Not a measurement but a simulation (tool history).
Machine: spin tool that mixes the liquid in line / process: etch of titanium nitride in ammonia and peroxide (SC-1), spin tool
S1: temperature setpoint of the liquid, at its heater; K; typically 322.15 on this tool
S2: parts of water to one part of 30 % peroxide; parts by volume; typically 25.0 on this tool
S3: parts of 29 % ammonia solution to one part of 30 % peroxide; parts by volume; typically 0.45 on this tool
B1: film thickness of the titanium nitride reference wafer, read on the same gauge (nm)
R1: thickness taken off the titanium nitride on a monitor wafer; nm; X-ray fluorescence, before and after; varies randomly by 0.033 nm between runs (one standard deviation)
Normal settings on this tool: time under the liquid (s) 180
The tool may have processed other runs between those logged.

run 1 hour=0.0 | S1=322.15 S2=25.0 S3=0.45 time_under_the_liquid_(s)=180 | B1=49.995 | R1=2.714
run 2 hour=27.4 | S1=322.15 S2=25.0 S3=0.45 time_under_the_liquid_(s)=180 | B1=50.011 | R1=2.666
run 3 hour=81.2 | S1=322.15 S2=25.0 S3=0.45 time_under_the_liquid_(s)=180 | B1=49.998 | R1=2.639
run 4 hour=148.8 | S1=322.15 S2=25.0 S3=0.45 time_under_the_liquid_(s)=180 | B1=49.975 | R1=2.589
run 5 hour=189.4 | S1=327.15 S2=25.0 S3=0.45 time_under_the_liquid_(s)=230 | B1=49.980 | R1=4.717
run 6 hour=259.9 | S1=322.15 S2=25.0 S3=0.45 time_under_the_liquid_(s)=180 | B1=50.005 | R1=2.616
run 7 hour=288.1 | S1=322.15 S2=25.0 S3=0.45 time_under_the_liquid_(s)=180 | B1=50.010 | R1=2.572
run 8 hour=327.6 | S1=322.15 S2=25.0 S3=0.45 time_under_the_liquid_(s)=180 | B1=49.974 | R1=2.513
-- hour=349.5 gauge calibrated
run 9 hour=364.9 | S1=319.65 S2=25.0 S3=0.35 time_under_the_liquid_(s)=180 | B1=50.034 | R1=1.986
run 10 hour=435.6 | S1=319.65 S2=25.0 S3=0.35 time_under_the_liquid_(s)=180 | B1=50.022 | R1=1.987
-- hour=456.6 new drum of ammonia solution connected
run 11 hour=478.3 | S1=322.15 S2=20.0 S3=0.45 time_under_the_liquid_(s)=180 | B1=49.958 | R1=2.838
run 12 hour=504.0 | S1=322.15 S2=25.0 S3=0.45 time_under_the_liquid_(s)=180 | B1=49.990 | R1=2.453
run 13 hour=537.0 | S1=322.15 S2=17.5 S3=0.35 time_under_the_liquid_(s)=180 | B1=50.005 | R1=2.891
run 14 hour=605.1 | S1=326.65 S2=25.0 S3=0.45 time_under_the_liquid_(s)=180 | B1=50.010 | R1=3.358
run 15 hour=674.1 | S1=322.15 S2=25.0 S3=0.35 time_under_the_liquid_(s)=180 | B1=49.976 | R1=2.233
run 16 hour=700.0 | S1=322.15 S2=25.0 S3=0.45 time_under_the_liquid_(s)=180 | B1=50.005 | R1=2.429
run 17 hour=724.6 | S1=322.15 S2=35.0 S3=0.45 time_under_the_liquid_(s)=265 | B1=50.027 | R1=2.934
-- hour=757.9 heated supply line repaired
-- hour=776.9 thermometer replaced
-- hour=858.5 ammonia flow meter replaced
-- hour=887.9 gauge calibrated
run 18 hour=895.5 | S1=330.15 S2=25.0 S3=0.45 time_under_the_liquid_(s)=135 | B1=50.016 | R1=4.004
run 19 hour=957.3 | S1=330.15 S2=25.0 S3=0.55 time_under_the_liquid_(s)=180 | B1=50.012 | R1=5.536
run 20 hour=1018.0 | S1=329.65 S2=25.0 S3=0.25 time_under_the_liquid_(s)=180 | B1=49.997 | R1=4.621
-- hour=1065.8 new drum of ammonia solution connected
run 21 hour=1081.8 | S1=322.15 S2=25.0 S3=0.45 time_under_the_liquid_(s)=180 | B1=49.965 | R1=3.034
run 22 hour=1118.3 | S1=322.15 S2=25.0 S3=0.45 time_under_the_liquid_(s)=180 | B1=50.009 | R1=3.028

Some steps in R1, run to run, broken into two amounts with sign: the step expected even without the hidden condition (settings, incoming material, random variation), and the rest, left for the hidden condition together with whatever gauge scatter is not in both the measured and the hidden-condition-free result:
Hidden state at play: liquid colder than its thermometer reads (K); ammonia flow above the setpoint (%); temperature lost on the way to the wafer (K); ammonia solution weaker than its label (%); gauge reads high (%).
Run 4 -> 5: S1 322.15 -> 327.15, time under the liquid (s) 180 -> 230. R1 +2.128 nm: hidden state -0.513, all else +2.641.
Run 5 -> 6: S1 327.15 -> 322.15, time under the liquid (s) 230 -> 180. R1 -2.101 nm: hidden state +0.445, all else -2.546.
Run 17 -> 18: S1 322.15 -> 330.15, S2 35.0 -> 25.0, time under the liquid (s) 265 -> 135, heated supply line repaired, thermometer replaced, ammonia flow meter replaced, gauge calibrated. R1 +1.070 nm: hidden state +0.941, all else +0.129.
